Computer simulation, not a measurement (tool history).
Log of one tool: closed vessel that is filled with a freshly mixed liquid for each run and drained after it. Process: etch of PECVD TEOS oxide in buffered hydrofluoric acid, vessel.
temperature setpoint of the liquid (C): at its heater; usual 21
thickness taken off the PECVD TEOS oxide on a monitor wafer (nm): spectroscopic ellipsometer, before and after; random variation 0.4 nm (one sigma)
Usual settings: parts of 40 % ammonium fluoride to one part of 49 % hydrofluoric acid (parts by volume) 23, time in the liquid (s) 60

run	hour	temperature setpoint of the liquid (C)	parts of 40 % ammonium fluoride to one part of 49 % hydrofluoric acid (parts by volume)	time in the liquid (s)	read-back film thickness of the PECVD TEOS oxide reference wafer, read on the same gauge (nm)	thickness taken off the PECVD TEOS oxide on a monitor wafer (nm)
1	0	21	23	60	140.01	61.58
2	114.8	21	23	85	139.99	87.21
3	154.4	21	23	85	140	88.31
# hour 188.4: hydrofluoric acid flow meter replaced
4	205.3	24.5	16	60	139.99	102.77
5	258.4	24.5	16	60	139.99	102.32
6	306.2	21	23	60	139.99	62.37
# hour 338.9: thermometer replaced
7	357.8	21	23	60	140.01	58.2
8	414.2	21	23	60	140.03	58.42
9	493.2	21	23	60	140.01	58.41
10	548.3	21	23	35	140	34.19
11	649.7	24.5	19	60	140.01	82.76
12	812.3	21	23	60	140.01	58.87
13	854.8	24	28.5	40	140.01	39.63
14	922.1	21	23	35	140.01	34.7
15	964	21	18.5	40	139.99	47.2
16	1212.2	21	23	60	139.98	60.17
17	1315.8	23.5	28.5	45	140	43.95
18	1365.9	23	19	40	140	51.75
19	1590.6	24.5	15	60	139.99	106.11
20	1687.7	21	23	80	140	80.18
21	1788	17.5	23	60	140.01	49.19
22	1866.7	21	23	60	140.01	61.76
# hour 1906.6: gauge calibrated
23	1964.9	22.5	23	30	140.01	33.6
24	2057.3	21	23	60	139.99	60.42
25	2100.7	21	27	60	140	54.75
26	2175	24.5	19	50	140.01	71.54
# hour 2187.1: hydrofluoric acid flow meter replaced
27	2217.4	21	23	60	139.99	61.75
28	2462.8	25	15	75	140	138.08
29	2554.1	21	15.5	60	140.02	87.87
# hour 2638.4: thermometer replaced
30	2658.1	22.5	27	60	140	56.65
31	2698	23	23	60	139.99	65.26
32	2745.5	22.5	23	60	140.02	63.29

The tool's hidden state at each run:
hydrofluoric acid flow below the setpoint (%): 0 in every run
gauge reads high (%): 0 in every run
H1: liquid hotter than its thermometer reads (K)
run	H1
1	1.02
2	1.07
3	1.09
4	1.11
5	1.14
6	1.16
7	0.108
8	0.134
9	0.171
10	0.197
11	0.244
12	0.32
13	0.339
14	0.371
15	0.39
16	0.506
17	0.554
18	0.577
19	0.682
20	0.727
21	0.774
22	0.81
23	0.856
24	0.899
25	0.919
26	0.954
27	0.973
28	1.09
29	1.13
30	0.0385
31	0.057
32	0.0791

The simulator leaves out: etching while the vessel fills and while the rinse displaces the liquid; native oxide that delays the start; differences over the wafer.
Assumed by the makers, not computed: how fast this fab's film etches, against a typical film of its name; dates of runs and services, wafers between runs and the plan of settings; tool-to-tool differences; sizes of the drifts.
